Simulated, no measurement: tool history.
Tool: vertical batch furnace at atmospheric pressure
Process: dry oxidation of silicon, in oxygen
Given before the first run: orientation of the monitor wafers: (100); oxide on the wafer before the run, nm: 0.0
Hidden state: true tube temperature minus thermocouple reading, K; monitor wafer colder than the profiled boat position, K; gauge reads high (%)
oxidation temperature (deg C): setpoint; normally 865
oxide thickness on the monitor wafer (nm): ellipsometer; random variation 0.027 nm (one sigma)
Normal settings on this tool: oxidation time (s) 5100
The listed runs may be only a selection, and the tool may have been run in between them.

| run | hour | oxidation temperature (deg C) | oxidation time (s) | wafers since the last listed run | hours since the last temperature calibration | hours since the boat lift was adjusted | hours since the gauge calibration | read-back reference wafer on the same gauge, thickness | oxide thickness on the monitor wafer (nm) |
|---|---|---|---|---|---|---|---|---|---|
| 1 | 0 | 865 | 5100 | 0 | 3305.7 | 1510.5 | 276.7 | 14.6 | 16.73 |
| 2 | 26.2 | 865 | 5100 | 179 | 3331.9 | 1536.7 | 302.9 | 14.61 | 16.77 |
| 3 | 48.9 | 865 | 5100 | 155 | 3354.6 | 1559.4 | 325.6 | 14.6 | 16.77 |
| 4 | 69 | 871 | 5100 | 137 | 3374.7 | 1579.5 | 345.7 | 14.59 | 17.89 |
| 5 | 82.1 | 871 | 5100 | 89 | 3387.8 | 1592.6 | 358.8 | 14.58 | 17.88 |
| 6 | 105.5 | 871 | 5100 | 160 | 3411.2 | 1616 | 382.2 | 14.61 | 17.86 |
| 7 | 118.9 | 884 | 7020 | 91 | 3424.6 | 1629.4 | 395.6 | 14.6 | 25.28 |
| 8 | 142.5 | 878 | 5100 | 161 | 3448.2 | 1653 | 419.2 | 14.59 | 19.18 |
| 9 | 167.6 | 865 | 3870 | 172 | 3473.3 | 1678.1 | 444.3 | 14.6 | 13.85 |
| 10 | 180.2 | 865 | 6390 | 86 | 3485.9 | 1690.7 | 456.9 | 14.6 | 19.43 |
|  | 180.2 | gauge calibrated |
| 11 | 212.8 | 865 | 6390 | 223 | 3518.5 | 1723.3 | 32.6 | 14.6 | 19.41 |
| 12 | 233.9 | 884 | 6270 | 144 | 3539.6 | 1744.4 | 53.7 | 14.62 | 23.49 |
|  | 314.8 | thermocouples replaced and temperature profile calibrated |
| 13 | 315.3 | 846 | 3810 | 393 | 0.5 | 1825.8 | 135.1 | 14.6 | 10.2 |
| 14 | 325.8 | 865 | 5100 | 72 | 11 | 1836.3 | 145.6 | 14.6 | 15.6 |
| 15 | 339.1 | 885 | 7020 | 91 | 24.3 | 1849.6 | 158.9 | 14.6 | 23.94 |
| 16 | 354.9 | 851 | 5100 | 108 | 40.1 | 1865.4 | 174.7 | 14.6 | 13.28 |
|  | 392.4 | boat lift adjusted |
| 17 | 392.9 | 879 | 5100 | 96 | 78.1 | 0.5 | 212.7 | 14.58 | 18.94 |
| 18 | 414.8 | 865 | 5100 | 150 | 100 | 22.4 | 234.6 | 14.59 | 16.27 |
| 19 | 442.3 | 871 | 6690 | 188 | 127.5 | 49.9 | 262.1 | 14.6 | 20.84 |
| 20 | 457 | 849 | 3240 | 100 | 142.2 | 64.6 | 276.8 | 14.61 | 9.87 |
| 21 | 474.1 | 871 | 5100 | 117 | 159.3 | 81.7 | 293.9 | 14.6 | 17.35 |
| 22 | 496.9 | 865 | 5100 | 156 | 182.1 | 104.5 | 316.7 | 14.6 | 16.32 |

Entry by entry between the runs, the difference in hidden state between the last listed run before and the first listed run after:
Runs 10 to 11: gauge calibrated (hour 180.2)
  true tube temperature minus thermocouple reading, K: 6.07 -> 6.12; monitor wafer colder than the profiled boat position, K: 3.26 -> 3.36
  measured minus no-state result, oxide thickness on the monitor wafer (nm): +0.59 -> +0.57
Runs 12 to 13: thermocouples replaced and temperature profile calibrated (hour 314.8)
  true tube temperature minus thermocouple reading, K: 6.15 -> 0.443; monitor wafer colder than the profiled boat position, K: 3.42 -> 3.67
  measured minus no-state result, oxide thickness on the monitor wafer (nm): +0.66 -> -0.42
Runs 16 to 17: boat lift adjusted (hour 392.4)
  true tube temperature minus thermocouple reading, K: 0.503 -> 0.561; monitor wafer colder than the profiled boat position, K: 3.79 -> 0.129
  measured minus no-state result, oxide thickness on the monitor wafer (nm): -0.52 -> +0.09

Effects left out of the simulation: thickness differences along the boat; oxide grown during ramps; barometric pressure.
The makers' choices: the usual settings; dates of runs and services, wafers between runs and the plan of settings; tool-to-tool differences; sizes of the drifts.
